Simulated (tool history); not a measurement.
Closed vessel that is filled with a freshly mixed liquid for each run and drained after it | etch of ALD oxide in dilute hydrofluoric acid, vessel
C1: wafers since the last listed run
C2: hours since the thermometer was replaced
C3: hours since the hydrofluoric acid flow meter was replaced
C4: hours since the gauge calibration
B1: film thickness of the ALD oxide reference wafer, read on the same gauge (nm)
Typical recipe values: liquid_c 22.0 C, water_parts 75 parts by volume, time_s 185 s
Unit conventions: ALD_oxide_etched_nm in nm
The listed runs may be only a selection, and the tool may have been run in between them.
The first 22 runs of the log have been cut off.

-- hour=1804.7 hydrofluoric acid flow meter replaced
run 23 hour=1837.4 | liquid_c=22.0 water_parts=75 time_s=185 | C1=4732 C2=501.7 C3=32.7 C4=2140.3 | B1=59.99 | ALD_oxide_etched_nm=32.47
-- hour=1838.8 gauge calibrated
run 24 hour=1875.9 | liquid_c=22.0 water_parts=75 time_s=185 | C1=2462 C2=540.2 C3=71.2 C4=37.1 | B1=59.99 | ALD_oxide_etched_nm=32.67
run 25 hour=1920.3 | liquid_c=22.0 water_parts=75 time_s=275 | C1=2839 C2=584.6 C3=115.6 C4=81.5 | B1=60.01 | ALD_oxide_etched_nm=48.87
run 26 hour=1973.0 | liquid_c=22.0 water_parts=75 time_s=185 | C1=3370 C2=637.3 C3=168.3 C4=134.2 | B1=60.00 | ALD_oxide_etched_nm=32.87
-- hour=2012.1 thermometer replaced
run 27 hour=2012.9 | liquid_c=22.0 water_parts=75 time_s=250 | C1=2487 C2=0.8 C3=208.2 C4=174.1 | B1=59.99 | ALD_oxide_etched_nm=44.45
run 28 hour=2073.9 | liquid_c=22.0 water_parts=75 time_s=110 | C1=3900 C2=61.8 C3=269.2 C4=235.1 | B1=59.98 | ALD_oxide_etched_nm=19.38
run 29 hour=2170.2 | liquid_c=18.5 water_parts=75 time_s=285 | C1=6158 C2=158.1 C3=365.5 C4=331.4 | B1=59.99 | ALD_oxide_etched_nm=43.65
run 30 hour=2237.9 | liquid_c=25.0 water_parts=75 time_s=135 | C1=4329 C2=225.8 C3=433.2 C4=399.1 | B1=59.99 | ALD_oxide_etched_nm=27.24
run 31 hour=2442.5 | liquid_c=18.0 water_parts=110 time_s=185 | C1=13084 C2=430.4 C3=637.8 C4=603.7 | B1=59.97 | ALD_oxide_etched_nm=18.20
run 32 hour=2530.0 | liquid_c=22.0 water_parts=75 time_s=185 | C1=5595 C2=517.9 C3=725.3 C4=691.2 | B1=59.98 | ALD_oxide_etched_nm=32.95
run 33 hour=2663.9 | liquid_c=18.0 water_parts=75 time_s=185 | C1=8562 C2=651.8 C3=859.2 C4=825.1 | B1=60.01 | ALD_oxide_etched_nm=27.82
-- hour=2723.3 thermometer replaced
run 34 hour=2767.0 | liquid_c=22.0 water_parts=75 time_s=185 | C1=6529 C2=43.7 C3=962.3 C4=928.2 | B1=59.97 | ALD_oxide_etched_nm=32.89
run 35 hour=2812.2 | liquid_c=22.0 water_parts=75 time_s=185 | C1=2890 C2=88.9 C3=1007.5 C4=973.4 | B1=60.01 | ALD_oxide_etched_nm=32.73

3 options for the next run, each taken on its own from the tool as it stands now. Forecast them:
run A hour=2812.9 | liquid_c=22.0 water_parts=75 time_s=185 | C1=44 C2=89.6 C3=1008.2 C4=974.1 | B1=? | ALD_oxide_etched_nm=?
run B hour=2812.9 | liquid_c=24.0 water_parts=95 time_s=185 | C1=44 C2=89.6 C3=1008.2 C4=974.1 | B1=? | ALD_oxide_etched_nm=?
run C hour=2812.9 | liquid_c=26.0 water_parts=65 time_s=185 | C1=44 C2=89.6 C3=1008.2 C4=974.1 | B1=? | ALD_oxide_etched_nm=?

run=A B1=59.97 ALD_oxide_etched_nm=32.60
run=B B1=59.97 ALD_oxide_etched_nm=27.23
run=C B1=59.97 ALD_oxide_etched_nm=44.81
Without the tool's hidden state the same runs would have given:
run=A ALD_oxide_etched_nm=32.60
run=B ALD_oxide_etched_nm=27.23
run=C ALD_oxide_etched_nm=44.81

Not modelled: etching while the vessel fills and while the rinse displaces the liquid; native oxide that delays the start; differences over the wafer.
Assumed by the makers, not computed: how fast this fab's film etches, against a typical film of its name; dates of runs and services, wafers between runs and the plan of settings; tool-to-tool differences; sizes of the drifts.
